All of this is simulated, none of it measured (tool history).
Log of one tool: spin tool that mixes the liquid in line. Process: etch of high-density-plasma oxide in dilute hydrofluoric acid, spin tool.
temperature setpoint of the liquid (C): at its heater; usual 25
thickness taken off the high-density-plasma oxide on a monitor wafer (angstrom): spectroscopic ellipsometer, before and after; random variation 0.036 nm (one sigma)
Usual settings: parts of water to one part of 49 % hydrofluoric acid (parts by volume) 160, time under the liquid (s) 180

run	hour	temperature setpoint of the liquid (C)	parts of water to one part of 49 % hydrofluoric acid (parts by volume)	time under the liquid (s)	wafers since the last listed run	hours since the thermometer was replaced	hours since the hydrofluoric acid flow meter was replaced	hours since the gauge calibration	read-back film thickness of the high-density-plasma oxide reference wafer, read on the same gauge (nm)	thickness taken off the high-density-plasma oxide on a monitor wafer (angstrom)
1	0	25	100	125	0	540.2	1709.2	185.5	79.98	88.1
2	6.1	25	220	205	57	546.3	1715.3	191.6	79.96	57
3	15.7	25	160	180	90	555.9	1724.9	201.2	80.05	74
4	26	25	160	180	96	566.2	1735.2	211.5	80	73.5
5	41.3	25	160	180	143	581.5	1750.5	226.8	79.99	73.4
6	58.8	25	160	180	164	599	1768	244.3	80.01	73.2
7	66.6	25	160	180	73	606.8	1775.8	252.1	79.99	73.5
8	77.6	25	160	180	103	617.8	1786.8	263.1	79.95	73.5
9	95.5	25	160	130	168	635.7	1804.7	281	79.95	52.8
10	105.3	25	160	130	92	645.5	1814.5	290.8	80.02	52.5
# hour 145: hydrofluoric acid flow meter replaced
11	155.2	25	160	130	459	695.4	10.2	340.7	79.99	52.6
12	170.6	25	160	180	144	710.8	25.6	356.1	80.01	72.6
# hour 182.7: gauge calibrated
13	184	25	160	180	125	724.2	39	1.3	79.97	71.8
14	193.2	25	115	180	86	733.4	48.2	10.5	80.06	105.8
15	206	25	210	180	120	746.2	61	23.3	79.98	52.1
16	213.4	23	215	180	69	753.6	68.4	30.7	80.03	47.1
17	221.9	25	160	130	79	762.1	76.9	39.2	80.01	51.9
18	232	21.5	160	145	94	772.2	87	49.3	79.99	50.8
19	239.8	21	225	265	73	780	94.8	57.1	79.98	60.5
20	252.9	25	160	180	123	793.1	107.9	70.2	80.02	71.6
# hour 256.2: thermometer replaced
21	259.9	27.5	220	180	56	3.7	114.9	77.2	80.01	59.2
22	277.3	25	160	180	163	21.1	132.3	94.6	80.04	78.7
23	301.9	25	90	110	231	45.7	156.9	119.2	79.97	93.4
24	318.7	27	160	100	157	62.5	173.7	136	80.01	46.8
25	332.9	29.5	135	230	133	76.7	187.9	150.2	80.05	144
26	358	25	110	180	235	101.8	213	175.3	79.99	120.9
27	369.7	25	235	180	109	113.5	224.7	187	79.98	49
28	382.4	25	160	120	119	126.2	237.4	199.7	79.97	52
29	390.4	25	140	240	75	134.2	245.4	207.7	80.06	121.7

The tool's hidden state at each run:
hydrofluoric acid flow below the setpoint (%): 0 in every run
gauge reads high (%): 0 in every run
H1: liquid colder than its thermometer reads (K)
run	H1
1	1.81
2	1.83
3	1.86
4	1.89
5	1.94
6	2
7	2.02
8	2.06
9	2.11
10	2.15
11	2.31
12	2.36
13	2.4
14	2.43
15	2.47
16	2.49
17	2.52
18	2.55
19	2.58
20	2.62
21	0.0328
22	0.0884
23	0.167
24	0.221
25	0.266
26	0.347
27	0.384
28	0.425
29	0.45
